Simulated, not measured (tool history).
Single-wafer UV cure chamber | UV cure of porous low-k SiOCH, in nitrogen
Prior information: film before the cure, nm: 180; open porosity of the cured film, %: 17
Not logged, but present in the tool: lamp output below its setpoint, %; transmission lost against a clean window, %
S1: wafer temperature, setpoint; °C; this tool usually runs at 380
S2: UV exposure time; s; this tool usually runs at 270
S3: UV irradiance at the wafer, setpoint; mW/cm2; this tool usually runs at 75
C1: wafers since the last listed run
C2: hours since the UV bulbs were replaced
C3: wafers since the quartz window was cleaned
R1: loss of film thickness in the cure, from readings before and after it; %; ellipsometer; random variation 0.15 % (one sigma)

run 1 hour=0 | S1=380 S2=270 S3=46 | C1=0 C2=1093 C3=1856 | R1=8.395
run 2 hour=10 | S1=380 S2=270 S3=46 | C1=76 C2=1103 C3=1932 | R1=8.262
run 3 hour=17.2 | S1=380 S2=270 S3=46 | C1=54 C2=1110.2 C3=1987 | R1=8.251
run 4 hour=28.3 | S1=380 S2=315 S3=75 | C1=84 C2=1121.3 C3=2072 | R1=11.009
run 5 hour=43.9 | S1=380 S2=315 S3=75 | C1=119 C2=1136.9 C3=2191 | R1=10.792
run 6 hour=58.8 | S1=380 S2=270 S3=75 | C1=113 C2=1151.8 C3=2305 | R1=10.516
run 7 hour=73.7 | S1=380 S2=270 S3=75 | C1=113 C2=1166.7 C3=2418 | R1=10.486
-- hour=88.7 UV bulbs replaced
run 8 hour=89.2 | S1=380 S2=270 S3=75 | C1=57 C2=0.5 C3=2476 | R1=9.187
run 9 hour=93.4 | S1=380 S2=270 S3=75 | C1=32 C2=4.7 C3=2508 | R1=9.134
run 10 hour=105.7 | S1=380 S2=270 S3=75 | C1=93 C2=17 C3=2602 | R1=9.171
-- hour=127.3 UV bulbs replaced, repeated, since the last time left the tool worse
run 11 hour=127.8 | S1=380 S2=315 S3=75 | C1=107 C2=0.5 C3=2709 | R1=12.48
run 12 hour=133.6 | S1=380 S2=410 S3=75 | C1=44 C2=6.3 C3=2753 | R1=13.761
-- hour=172.6 quartz window cleaned
run 13 hour=173.1 | S1=380 S2=315 S3=75 | C1=240 C2=45.8 C3=3 | R1=12.729
run 14 hour=180.4 | S1=389 S2=270 S3=97 | C1=55 C2=53.1 C3=59 | R1=13.272
run 15 hour=198.2 | S1=393 S2=230 S3=94 | C1=135 C2=70.9 C3=195 | R1=12.342
run 16 hour=207.7 | S1=393 S2=270 S3=75 | C1=72 C2=80.4 C3=267 | R1=12.25
run 17 hour=217 | S1=386 S2=330 S3=40 | C1=70 C2=89.7 C3=338 | R1=9.992
run 18 hour=234.6 | S1=380 S2=225 S3=95 | C1=134 C2=107.3 C3=473 | R1=12.134
run 19 hour=244.7 | S1=387 S2=270 S3=97 | C1=77 C2=117.4 C3=550 | R1=13.342

Forecast each of these 3 alternatives for the next run:
run A hour=245.2 | S1=380 S2=270 S3=75 | C1=3 C2=117.9 C3=554 | R1=?
run B hour=245.2 | S1=397 S2=355 S3=75 | C1=3 C2=117.9 C3=554 | R1=?
run C hour=245.2 | S1=372 S2=320 S3=75 | C1=3 C2=117.9 C3=554 | R1=?

run=A R1=11.951
run=B R1=13.66
run=C R1=12.628
Had the tool no hidden state, the same runs would have come out as:
run=A R1=12.177
run=B R1=13.896
run=C R1=12.858
